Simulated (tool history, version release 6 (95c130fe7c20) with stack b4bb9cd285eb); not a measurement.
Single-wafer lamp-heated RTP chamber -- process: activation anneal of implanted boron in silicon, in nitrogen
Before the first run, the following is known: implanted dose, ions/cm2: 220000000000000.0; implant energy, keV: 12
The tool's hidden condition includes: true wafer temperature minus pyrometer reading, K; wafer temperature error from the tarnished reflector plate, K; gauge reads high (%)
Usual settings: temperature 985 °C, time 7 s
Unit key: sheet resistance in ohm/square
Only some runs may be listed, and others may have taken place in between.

run   hour  temperature  time  wafers since the last listed run  wafers since the last pyrometer calibration  wafers since the reflector plate was cleaned  hours since the gauge calibration  read-back reference wafer on the same gauge, sheet resistance  sheet resistance
  1    0.0          971     7                                 0                                         2029                                          3590                              199.4                                                         394.00            477.35
  2   14.0          971     7                               144                                         2174                                          3734                              213.4                                                         394.05            479.51
  3   25.5          971     7                               119                                         2293                                          3854                              224.9                                                         394.09            477.84
  4   43.4          985     7                               185                                         2478                                          4039                              242.8                                                         394.20            460.84
  5   56.1          985     7                               131                                         2610                                          4170                              255.5                                                         393.90            461.83
  6   70.4          985     7                               147                                         2758                                          4318                              269.8                                                         394.08            460.48
  7   82.2          985     7                               122                                         2880                                          4440                              281.6                                                         393.87            462.17
  8   99.5          992     7                               179                                         3059                                          4619                              298.9                                                         393.74            457.20
  9  114.6          992     7                               156                                         3215                                          4776                              314.0                                                         394.07            457.77
 10  129.1          992     7                               150                                         3365                                          4926                              328.5                                                         394.09            455.46
 11  140.1          977     7                               113                                         3479                                          5040                              339.5                                                         393.97            470.78
 12  153.5          985     9                               138                                         3618                                          5178                              352.9                                                         394.02            458.04
 13  163.5          963     7                               103                                         3721                                          5282                              362.9                                                         394.07            494.36
 14  177.9          963     7                               149                                         3870                                          5431                              377.3                                                         393.77            493.43
     188.6  -- gauge calibrated
 15  189.3          985     5                               117                                         3988                                          5549                                0.7                                                         394.01            464.38
 16  206.1          985     5                               173                                         4162                                          5723                               17.5                                                         393.97            464.39
 17  214.2          985     7                                83                                         4246                                          5806                               25.6                                                         393.79            462.10
 18  221.6          967     3                                76                                         4323                                          5883                               33.0                                                         394.31            488.51
 19  233.5          985     4                               123                                         4446                                          6006                               44.9                                                         393.85            465.42
 20  249.9          959     9                               169                                         4616                                          6176                               61.3                                                         393.86            500.99
     260.5  -- pyrometer window cleaned and pyrometer calibrated
     262.2  -- reflector plate cleaned
 21  263.9          967    10                                44                                           17                                            17                               75.3                                                         393.81            482.79

Predict the results of run 22:
 22  270.2          998     4                                65                                           82                                            82                               81.6                                                              ?                 ?

Run 22 measured read-back reference wafer on the same gauge, sheet resistance 393.81, sheet resistance 456.62 ohm/square.
Minus the tool's unlogged condition, the same run would have read sheet resistance 456.62 ohm/square.
